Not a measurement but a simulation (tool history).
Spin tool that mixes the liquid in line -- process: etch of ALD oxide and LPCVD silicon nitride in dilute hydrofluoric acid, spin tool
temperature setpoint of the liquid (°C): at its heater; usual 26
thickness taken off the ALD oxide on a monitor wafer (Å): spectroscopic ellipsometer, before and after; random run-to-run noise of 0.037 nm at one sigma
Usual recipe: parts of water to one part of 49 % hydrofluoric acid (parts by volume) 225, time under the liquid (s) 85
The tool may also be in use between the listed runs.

run	hour	temperature setpoint of the liquid (°C)	parts of water to one part of 49 % hydrofluoric acid (parts by volume)	time under the liquid (s)	read-back film thickness of the ALD oxide reference wafer, read on the same gauge (nm)	thickness taken off the ALD oxide on a monitor wafer (Å)
1	0	26	225	85	30.008	43.42
2	96.5	26	225	85	29.984	43.43
3	156.1	26	225	85	29.991	43.74
4	251.2	26	225	85	29.98	43.53
# hour 371.2: hydrofluoric acid flow meter replaced
5	512.7	26	225	85	30.013	43.33
# hour 525.8: thermometer replaced
6	551.1	26	225	85	29.989	43.74
7	618.1	26	225	45	30.007	22.91
8	722.4	24.5	175	70	29.994	46.53
# hour 730.1: gauge calibrated
9	766.9	26	225	105	30.008	54.7
10	1048	26	225	85	30.006	43.3
11	1095.6	26	225	85	30.01	43.45
12	1192	24	140	50	29.994	41.78
13	1242.5	26	225	85	29.991	43.84
14	1328.7	21	195	55	30.016	28.39
15	1388.7	24	225	130	30.004	61.9
16	1480.8	26	225	85	29.99	43.42
17	1587.1	26	225	85	29.985	43.46
18	1661.9	26	180	105	29.99	71
19	1747	22.5	155	40	30.01	28.27
20	1829	24.5	225	85	29.986	40.97
21	1935.7	26	225	120	29.989	61.85
22	2041.5	26	225	85	30.014	43.81
23	2095.4	22.5	165	125	29.993	82.54
# hour 2166: hydrofluoric acid flow meter replaced
24	2170.1	22.5	225	85	30.015	38.66
25	2227.8	28	225	60	29.992	33.06
26	2312.8	24	135	125	30.006	109.89
27	2402.3	26	225	85	29.981	43.31

3 options for the next run, each taken on its own from the tool as it stands now. Forecast them:
A	2402.7	26	225	85	?	?
B	2402.7	30.5	315	115	?	?
C	2402.7	24.5	165	45	?	?

run	read-back film thickness of the ALD oxide reference wafer, read on the same gauge (nm)	thickness taken off the ALD oxide on a monitor wafer (Å)
A	30.027	43.29
B	30.027	44.09
C	30.027	31.62
Had the tool no hidden state, the same runs would have come out as:
run	thickness taken off the ALD oxide on a monitor wafer (Å)
A	43.29
B	44.09
C	31.62
